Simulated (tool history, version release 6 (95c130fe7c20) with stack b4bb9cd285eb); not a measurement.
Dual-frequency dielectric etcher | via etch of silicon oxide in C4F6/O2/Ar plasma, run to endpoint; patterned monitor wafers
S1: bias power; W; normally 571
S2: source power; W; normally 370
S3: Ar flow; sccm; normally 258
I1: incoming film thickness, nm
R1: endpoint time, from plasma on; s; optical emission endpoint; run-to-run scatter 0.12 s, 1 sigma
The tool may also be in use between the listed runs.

run 1 hour=0 | S1=571 S2=370 S3=304 | I1=109.3 | R1=24
run 2 hour=11.1 | S1=571 S2=370 S3=304 | I1=107.5 | R1=23.4
run 3 hour=25.7 | S1=571 S2=370 S3=258 | I1=108.7 | R1=23.2
-- hour=36.6 Ar flow controller replaced
run 4 hour=37.4 | S1=571 S2=370 S3=258 | I1=108.5 | R1=23.3
run 5 hour=45.9 | S1=571 S2=370 S3=258 | I1=107.9 | R1=23
run 6 hour=60.7 | S1=571 S2=370 S3=258 | I1=108.6 | R1=23
run 7 hour=69.9 | S1=571 S2=370 S3=258 | I1=108.1 | R1=23.2
run 8 hour=78.1 | S1=571 S2=370 S3=258 | I1=108.3 | R1=23.3
run 9 hour=91.6 | S1=623 S2=430 S3=298 | I1=108.2 | R1=21.4
run 10 hour=104.2 | S1=571 S2=370 S3=258 | I1=107.8 | R1=23
-- hour=118.5 source power generator calibrated
run 11 hour=119 | S1=531 S2=370 S3=215 | I1=109.1 | R1=23.8
-- hour=149.7 wet clean of the chamber
run 12 hour=150.2 | S1=534 S2=340 S3=258 | I1=107.3 | R1=24.6
run 13 hour=150.5 | S1=571 S2=290 S3=258 | I1=107.1 | R1=24.8
run 14 hour=151.8 | S1=571 S2=370 S3=258 | I1=107.8 | R1=23.2
run 15 hour=160.8 | S1=678 S2=300 S3=258 | I1=109.1 | R1=22.7
run 16 hour=177 | S1=629 S2=370 S3=306 | I1=107 | R1=22
run 17 hour=194.8 | S1=571 S2=370 S3=258 | I1=107.7 | R1=23.1
-- hour=207.6 bias power generator calibrated
-- hour=233.4 upper electrode replaced
run 18 hour=233.9 | S1=571 S2=370 S3=258 | I1=107.7 | R1=23.1
run 19 hour=234.2 | S1=623 S2=430 S3=298 | I1=107.8 | R1=21.4
run 20 hour=243.6 | S1=571 S2=400 S3=258 | I1=108.1 | R1=22.8
run 21 hour=255.9 | S1=571 S2=370 S3=258 | I1=107.9 | R1=23
run 22 hour=267.9 | S1=462 S2=370 S3=307 | I1=106.4 | R1=26.5
run 23 hour=280.9 | S1=507 S2=440 S3=240 | I1=106.1 | R1=23
run 24 hour=295.1 | S1=571 S2=370 S3=258 | I1=107.3 | R1=23
run 25 hour=302.9 | S1=571 S2=410 S3=258 | I1=107 | R1=22
run 26 hour=311.6 | S1=432 S2=340 S3=230 | I1=108.3 | R1=28.1
run 27 hour=326.1 | S1=571 S2=370 S3=258 | I1=108 | R1=23
run 28 hour=340.5 | S1=533 S2=420 S3=221 | I1=107.1 | R1=22.6

Below are 5 alternative next runs, each starting from the tool's condition after run 28. Predict each:
run A hour=340.9 | S1=571 S2=370 S3=294 | I1=107.3 | R1=?
run B hour=340.9 | S1=571 S2=310 S3=316 | I1=107.3 | R1=?
run C hour=340.9 | S1=465 S2=440 S3=231 | I1=107.3 | R1=?
run D hour=340.9 | S1=508 S2=370 S3=290 | I1=107.3 | R1=?
run E hour=340.9 | S1=571 S2=300 S3=213 | I1=107.3 | R1=?

run=A R1=23.4
run=B R1=24.8
run=C R1=24.6
run=D R1=25.1
run=E R1=24
With no hidden state in the tool, these same runs would have given:
run=A R1=23.4
run=B R1=24.8
run=C R1=24.6
run=D R1=25.1
run=E R1=24
